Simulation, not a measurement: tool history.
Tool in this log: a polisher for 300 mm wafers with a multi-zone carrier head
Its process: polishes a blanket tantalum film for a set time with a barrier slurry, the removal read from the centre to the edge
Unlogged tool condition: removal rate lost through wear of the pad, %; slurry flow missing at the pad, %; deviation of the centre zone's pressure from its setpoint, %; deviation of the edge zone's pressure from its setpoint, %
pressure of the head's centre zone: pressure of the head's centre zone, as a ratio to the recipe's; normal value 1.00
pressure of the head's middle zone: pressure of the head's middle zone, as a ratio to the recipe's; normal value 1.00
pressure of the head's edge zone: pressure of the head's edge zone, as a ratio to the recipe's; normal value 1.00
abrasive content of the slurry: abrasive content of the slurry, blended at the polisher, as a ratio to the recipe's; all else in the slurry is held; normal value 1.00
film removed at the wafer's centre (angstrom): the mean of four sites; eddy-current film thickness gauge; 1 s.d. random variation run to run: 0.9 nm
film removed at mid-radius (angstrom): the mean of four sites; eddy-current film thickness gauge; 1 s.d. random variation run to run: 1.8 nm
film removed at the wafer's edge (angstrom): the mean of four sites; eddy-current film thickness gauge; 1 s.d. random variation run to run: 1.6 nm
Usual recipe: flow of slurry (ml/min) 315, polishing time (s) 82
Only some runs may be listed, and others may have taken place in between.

run	hour	flow of slurry (ml/min)	pressure of the head's centre zone	pressure of the head's middle zone	pressure of the head's edge zone	abrasive content of the slurry	polishing time (s)	wafers since the last listed run	wafers polished on this pad	hours since the slurry nozzle was cleaned	hours since the centre zone pressure was calibrated	hours since the edge zone pressure was calibrated	hours since the carrier head's membrane was replaced	incoming thickness of the incoming film, nm	film removed at the wafer's centre (angstrom)	film removed at mid-radius (angstrom)	film removed at the wafer's edge (angstrom)
1	0.0	315	1.00	1.00	1.00	1.00	82	0	2669	193.9	62.8	833.2	14.7	334.9	1240	1242	1230
# hour 14.8: worn pad replaced by a new one
2	38.1	315	1.00	1.00	1.00	1.00	82	206	141	232.0	100.9	871.3	52.8	336.5	1252	1218	1218
3	64.2	315	0.92	1.12	1.00	1.00	72	158	299	258.1	127.0	897.4	78.9	344.2	996	1175	1080
4	130.1	315	1.00	1.00	1.06	1.20	82	399	698	324.0	192.9	963.3	144.8	337.0	1268	1273	1298
5	261.5	315	1.00	1.00	1.06	1.20	82	796	1495	455.4	324.3	1094.7	276.2	338.9	1267	1256	1318
6	303.0	315	1.00	1.00	1.00	1.00	82	251	1747	496.9	365.8	1136.2	317.7	335.6	1187	1222	1215
# hour 335.1: edge zone pressure recalibrated
7	372.9	315	1.00	1.00	0.96	1.10	109	411	2159	566.8	435.7	37.8	387.6	338.4	1610	1607	1568
# hour 403.5: slurry nozzle cleaned
8	420.7	395	1.00	1.00	1.00	1.00	82	283	2442	17.2	483.5	85.6	435.4	342.8	1303	1265	1263
# hour 471.2: worn pad replaced by a new one
9	484.5	315	1.00	1.00	1.06	1.20	82	362	80	81.0	547.3	149.4	499.2	341.1	1316	1297	1327
10	545.8	315	1.00	1.09	1.00	1.00	82	371	452	142.3	608.6	210.7	560.5	345.4	1234	1357	1209
11	602.8	395	1.00	1.00	1.00	1.00	82	345	797	199.3	665.6	267.7	617.5	336.7	1285	1256	1262
12	670.8	225	1.00	1.00	1.00	1.00	82	412	1210	267.3	733.6	335.7	685.5	339.7	1172	1160	1178
13	727.8	315	1.00	1.00	1.00	1.00	82	345	1555	324.3	790.6	392.7	742.5	340.8	1237	1196	1223
14	796.9	315	1.00	1.00	1.00	1.00	82	418	1974	393.4	859.7	461.8	811.6	336.4	1217	1193	1226
15	848.2	315	1.00	1.00	1.00	1.00	82	311	2285	444.7	911.0	513.1	862.9	341.8	1222	1162	1175
# hour 879.1: worn pad replaced by a new one
16	909.4	315	1.00	1.04	1.00	1.00	82	346	183	505.9	972.2	574.3	924.1	339.2	1207	1215	1156
17	980.7	225	1.00	1.00	0.96	1.00	82	432	615	577.2	1043.5	645.6	995.4	342.6	1094	1111	1066
18	1050.3	280	1.00	1.00	0.93	1.25	82	422	1037	646.8	1113.1	715.2	1065.0	336.0	1203	1173	1171
19	1089.2	355	1.00	1.00	1.00	1.00	82	235	1273	685.7	1152.0	754.1	1103.9	341.8	1186	1146	1159
# hour 1103.7: slurry nozzle cleaned
20	1140.3	315	1.00	1.00	1.00	1.00	82	303	1577	36.6	1203.1	805.2	1155.0	341.2	1271	1286	1240
21	1210.2	225	0.90	0.90	0.88	1.00	82	423	2001	106.5	1273.0	875.1	1224.9	340.1	1122	1111	1107
# hour 1245.3: worn pad replaced by a new one
22	1280.1	315	1.04	1.00	0.89	0.90	82	399	210	176.4	1342.9	945.0	1294.8	340.1	1284	1213	1133

Alternative continuations, all from the tool just after run 22; predict every row:
A	1280.5	405	1.00	1.00	1.00	1.00	82	2	213	176.8	1343.3	945.4	1295.2	343.8	?	?	?
B	1280.5	235	1.00	1.00	1.04	1.15	82	2	213	176.8	1343.3	945.4	1295.2	343.8	?	?	?
C	1280.5	315	1.07	0.95	1.00	1.00	71	2	213	176.8	1343.3	945.4	1295.2	343.8	?	?	?

run	film removed at the wafer's centre (angstrom)	film removed at mid-radius (angstrom)	film removed at the wafer's edge (angstrom)
A	1323	1287	1246
B	1273	1248	1252
C	1181	1041	1059
Without the tool's hidden state the same runs would have given:
run	film removed at the wafer's centre (angstrom)	film removed at mid-radius (angstrom)	film removed at the wafer's edge (angstrom)
A	1288	1303	1257
B	1253	1275	1271
C	1155	1057	1071

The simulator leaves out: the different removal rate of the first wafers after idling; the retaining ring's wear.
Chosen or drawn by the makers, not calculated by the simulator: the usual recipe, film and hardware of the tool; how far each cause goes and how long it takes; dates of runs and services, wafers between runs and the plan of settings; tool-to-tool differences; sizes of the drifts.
